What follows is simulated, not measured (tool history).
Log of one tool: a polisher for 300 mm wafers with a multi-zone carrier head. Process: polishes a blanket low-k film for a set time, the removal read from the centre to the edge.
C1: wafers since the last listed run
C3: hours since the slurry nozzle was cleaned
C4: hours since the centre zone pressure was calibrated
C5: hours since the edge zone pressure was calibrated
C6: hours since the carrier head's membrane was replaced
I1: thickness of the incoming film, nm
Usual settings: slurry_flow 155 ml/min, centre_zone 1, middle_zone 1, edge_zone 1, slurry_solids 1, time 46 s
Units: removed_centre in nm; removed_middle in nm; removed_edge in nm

run 1 hour=0 | slurry_flow=155 centre_zone=1 middle_zone=1 edge_zone=1 slurry_solids=1 time=46 | C1=0 wafers_polished_on_this_pad=847 C3=221.3 C4=327.9 C5=719.3 C6=821.8 | I1=600.3 | removed_centre=15.5 removed_middle=15.3 removed_edge=15.9
run 2 hour=99.7 | slurry_flow=155 centre_zone=1.09 middle_zone=1 edge_zone=1 slurry_solids=1 time=46 | C1=973 wafers_polished_on_this_pad=1820 C3=321 C4=427.6 C5=819 C6=921.5 | I1=594.6 | removed_centre=17 removed_middle=15.4 removed_edge=15.7
-- hour=140.9 edge zone pressure recalibrated
run 3 hour=172.3 | slurry_flow=190 centre_zone=1 middle_zone=1.07 edge_zone=0.89 slurry_solids=1.25 time=46 | C1=689 wafers_polished_on_this_pad=2509 C3=393.6 C4=500.2 C5=31.4 C6=994.1 | I1=593.1 | removed_centre=17.8 removed_middle=18.6 removed_edge=16.6
run 4 hour=209.1 | slurry_flow=155 centre_zone=1 middle_zone=0.9 edge_zone=1 slurry_solids=1 time=46 | C1=359 wafers_polished_on_this_pad=2869 C3=430.4 C4=537 C5=68.2 C6=1030.9 | I1=581.2 | removed_centre=15.7 removed_middle=14.2 removed_edge=16.1
-- hour=296.6 slurry nozzle cleaned
run 5 hour=308.8 | slurry_flow=155 centre_zone=1.09 middle_zone=1 edge_zone=1 slurry_solids=1 time=34 | C1=963 wafers_polished_on_this_pad=3832 C3=12.2 C4=636.7 C5=167.9 C6=1130.6 | I1=589.7 | removed_centre=12.8 removed_middle=11.4 removed_edge=11.7
-- hour=370.1 carrier head's membrane replaced by a new one
run 6 hour=382.2 | slurry_flow=155 centre_zone=1 middle_zone=1 edge_zone=1 slurry_solids=0.7 time=46 | C1=667 wafers_polished_on_this_pad=4500 C3=85.6 C4=710.1 C5=241.3 C6=12.1 | I1=579.9 | removed_centre=14 removed_middle=13.5 removed_edge=13.8
-- hour=442.1 worn pad replaced by a new one
run 7 hour=457.5 | slurry_flow=155 centre_zone=1 middle_zone=1 edge_zone=1 slurry_solids=1 time=46 | C1=696 wafers_polished_on_this_pad=150 C3=160.9 C4=785.4 C5=316.6 C6=87.4 | I1=581.6 | removed_centre=16.3 removed_middle=15.7 removed_edge=16
run 8 hour=549.4 | slurry_flow=190 centre_zone=0.94 middle_zone=0.91 edge_zone=1 slurry_solids=1 time=46 | C1=897 wafers_polished_on_this_pad=1047 C3=252.8 C4=877.3 C5=408.5 C6=179.3 | I1=597 | removed_centre=15.6 removed_middle=14.6 removed_edge=16.1
run 9 hour=588.5 | slurry_flow=155 centre_zone=1.11 middle_zone=1 edge_zone=1 slurry_solids=1 time=46 | C1=381 wafers_polished_on_this_pad=1428 C3=291.9 C4=916.4 C5=447.6 C6=218.4 | I1=590.1 | removed_centre=17.8 removed_middle=15.3 removed_edge=16
run 10 hour=646.9 | slurry_flow=155 centre_zone=1 middle_zone=1 edge_zone=1 slurry_solids=1 time=46 | C1=570 wafers_polished_on_this_pad=1998 C3=350.3 C4=974.8 C5=506 C6=276.8 | I1=593.5 | removed_centre=16.2 removed_middle=15.5 removed_edge=15.7
run 11 hour=752.8 | slurry_flow=155 centre_zone=1 middle_zone=1 edge_zone=1 slurry_solids=1 time=46 | C1=1033 wafers_polished_on_this_pad=3032 C3=456.2 C4=1080.7 C5=611.9 C6=382.7 | I1=582 | removed_centre=16.1 removed_middle=15.3 removed_edge=15.9
-- hour=809 centre zone pressure recalibrated
-- hour=827.1 slurry nozzle cleaned
-- hour=981.2 worn pad replaced by a new one
run 12 hour=1036.7 | slurry_flow=155 centre_zone=1 middle_zone=1 edge_zone=1 slurry_solids=1 time=46 | C1=2703 wafers_polished_on_this_pad=541 C3=209.6 C4=227.7 C5=895.8 C6=666.6 | I1=591.2 | removed_centre=16 removed_middle=15.4 removed_edge=15.7
run 13 hour=1086.7 | slurry_flow=105 centre_zone=1 middle_zone=1 edge_zone=1 slurry_solids=1 time=46 | C1=488 wafers_polished_on_this_pad=1029 C3=259.6 C4=277.7 C5=945.8 C6=716.6 | I1=587.4 | removed_centre=14.2 removed_middle=14 removed_edge=14.9
run 14 hour=1171.4 | slurry_flow=155 centre_zone=1 middle_zone=1 edge_zone=1 slurry_solids=1.1 time=46 | C1=826 wafers_polished_on_this_pad=1856 C3=344.3 C4=362.4 C5=1030.5 C6=801.3 | I1=586 | removed_centre=16.7 removed_middle=16 removed_edge=16.5
-- hour=1193.2 edge zone pressure recalibrated
run 15 hour=1209.7 | slurry_flow=155 centre_zone=1 middle_zone=1 edge_zone=1 slurry_solids=1 time=46 | C1=354 wafers_polished_on_this_pad=2210 C3=382.6 C4=400.7 C5=16.5 C6=839.6 | I1=591.5 | removed_centre=15.9 removed_middle=15.5 removed_edge=15.8
run 16 hour=1246.8 | slurry_flow=155 centre_zone=1 middle_zone=1 edge_zone=1 slurry_solids=1 time=46 | C1=362 wafers_polished_on_this_pad=2572 C3=419.7 C4=437.8 C5=53.6 C6=876.7 | I1=587.6 | removed_centre=15.7 removed_middle=15.3 removed_edge=15.8
run 17 hour=1292.2 | slurry_flow=140 centre_zone=1.04 middle_zone=1 edge_zone=1 slurry_solids=1 time=41 | C1=443 wafers_polished_on_this_pad=3016 C3=465.1 C4=483.2 C5=99 C6=922.1 | I1=589.2 | removed_centre=14.5 removed_middle=13.7 removed_edge=13.6
run 18 hour=1329.1 | slurry_flow=185 centre_zone=1 middle_zone=1 edge_zone=0.91 slurry_solids=1 time=46 | C1=360 wafers_polished_on_this_pad=3376 C3=502 C4=520.1 C5=135.9 C6=959 | I1=594.6 | removed_centre=16.6 removed_middle=16 removed_edge=15.4
run 19 hour=1410.4 | slurry_flow=155 centre_zone=1 middle_zone=1 edge_zone=0.89 slurry_solids=1 time=46 | C1=793 wafers_polished_on_this_pad=4169 C3=583.3 C4=601.4 C5=217.2 C6=1040.3 | I1=592.2 | removed_centre=16.2 removed_middle=15.5 removed_edge=15.1
-- hour=1447.7 slurry nozzle cleaned
run 20 hour=1486.3 | slurry_flow=130 centre_zone=1 middle_zone=1.08 edge_zone=0.96 slurry_solids=1 time=46 | C1=731 wafers_polished_on_this_pad=4901 C3=38.6 C4=677.3 C5=293.1 C6=1116.2 | I1=591.6 | removed_centre=15.6 removed_middle=16 removed_edge=15.2
-- hour=1532.8 worn pad replaced by a new one
run 21 hour=1578.6 | slurry_flow=155 centre_zone=1 middle_zone=1 edge_zone=1 slurry_solids=0.9 time=46 | C1=861 wafers_polished_on_this_pad=447 C3=130.9 C4=769.6 C5=385.4 C6=1208.5 | I1=588.1 | removed_centre=15.4 removed_middle=14.6 removed_edge=15.3
run 22 hour=1620.8 | slurry_flow=155 centre_zone=1 middle_zone=1 edge_zone=1 slurry_solids=1 time=39 | C1=411 wafers_polished_on_this_pad=859 C3=173.1 C4=811.8 C5=427.6 C6=1250.7 | I1=581 | removed_centre=13.7 removed_middle=13.2 removed_edge=13.4

Hidden state at the last listed run before each entry between runs and at the first one after, where it differs:
Between runs 2 and 3: edge zone pressure recalibrated (hour 140.9)
  deviation of the centre zone's pressure from its setpoint, %: 2.56 -> 2.98
  measured less the result without the state, removed_centre: +0.5 -> +0.5 nm
Between runs 4 and 5: slurry nozzle cleaned (hour 296.6)
  deviation of the centre zone's pressure from its setpoint, %: 3.2 -> 3.77
  measured less the result without the state, removed_centre: +0.5 -> +0.4 nm
Between runs 5 and 6: carrier head's membrane replaced by a new one (hour 370.1)
  deviation of the centre zone's pressure from its setpoint, %: 3.77 -> 4.2
  measured less the result without the state, removed_centre: +0.4 -> +0.6 nm
Between runs 6 and 7: worn pad replaced by a new one (hour 442.1)
  deviation of the centre zone's pressure from its setpoint, %: 4.2 -> 4.63
  measured less the result without the state, removed_centre: +0.6 -> +0.7 nm
Between runs 11 and 12: centre zone pressure recalibrated (hour 809); slurry nozzle cleaned (hour 827.1); worn pad replaced by a new one (hour 981.2)
  deviation of the centre zone's pressure from its setpoint, %: 6.34 -> 3.13
  measured less the result without the state, removed_centre: +0.9 -> +0.5 nm
Between runs 14 and 15: edge zone pressure recalibrated (hour 1193.2)
  deviation of the centre zone's pressure from its setpoint, %: 3.91 -> 4.13
  measured less the result without the state, removed_centre: +0.6 -> +0.6 nm
Between runs 19 and 20: slurry nozzle cleaned (hour 1447.7)
  deviation of the centre zone's pressure from its setpoint, %: 5.3 -> 5.73
  measured less the result without the state, removed_centre: +0.8 -> +0.9 nm
Between runs 20 and 21: worn pad replaced by a new one (hour 1532.8)
  deviation of the centre zone's pressure from its setpoint, %: 5.73 -> 6.27
  measured less the result without the state, removed_centre: +0.9 -> +0.9 nm

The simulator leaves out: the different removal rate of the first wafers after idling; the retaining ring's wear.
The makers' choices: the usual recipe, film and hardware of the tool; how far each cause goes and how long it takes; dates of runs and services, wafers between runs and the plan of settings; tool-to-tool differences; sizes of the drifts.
